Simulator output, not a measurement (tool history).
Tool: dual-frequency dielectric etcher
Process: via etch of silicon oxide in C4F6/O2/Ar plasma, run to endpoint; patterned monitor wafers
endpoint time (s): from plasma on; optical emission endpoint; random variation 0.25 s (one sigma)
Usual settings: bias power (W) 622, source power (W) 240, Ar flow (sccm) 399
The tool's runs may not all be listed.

run,day,bias power (W),source power (W),Ar flow (sccm),wafers since the last listed run,hours since the last wet clean,hours since the last bias power generator calibration,hours since the last source power generator calibration,hours since the last Ar flow controller change,hours since the last upper electrode change,"incoming incoming film thickness, nm",endpoint time (s)
1,0.000,622,240,353,0,185.0,3193.7,2274.3,5237.7,2857.5,193.1,43.5
2,2.996,622,240,353,1172,256.9,3265.6,2346.2,5309.6,2929.4,189.0,42.5
3,4.700,622,240,353,666,297.8,3306.5,2387.1,5350.5,2970.3,191.1,42.3
4,7.212,622,240,399,983,358.1,3366.8,2447.4,5410.8,3030.6,192.2,42.6
# day 9.888: wet clean of the chamber
5,9.908,622,240,399,663,0.5,3431.5,2512.1,5475.5,3095.3,190.7,44.6
6,11.196,622,240,459,503,31.4,3462.4,2543.0,5506.4,3126.2,191.9,45.2
# day 12.050: Ar flow controller replaced
7,13.950,622,240,459,980,97.5,3528.5,2609.1,45.6,3192.3,191.1,44.9
8,16.558,746,190,441,1020,160.1,3591.1,2671.7,108.2,3254.9,190.5,44.1
# day 19.496: upper electrode replaced
9,19.517,622,240,364,766,231.1,3662.1,2742.7,179.2,0.5,192.3,43.0

The next listed run, before its measurement:
# day 19.817: bias power generator calibrated
10,20.479,622,240,399,311,254.2,15.9,2765.8,202.3,23.6,189.1,?

Run 10 gave endpoint time (s) 42.6.
Without the tool's hidden state the same run would have given endpoint time (s) 44.3.
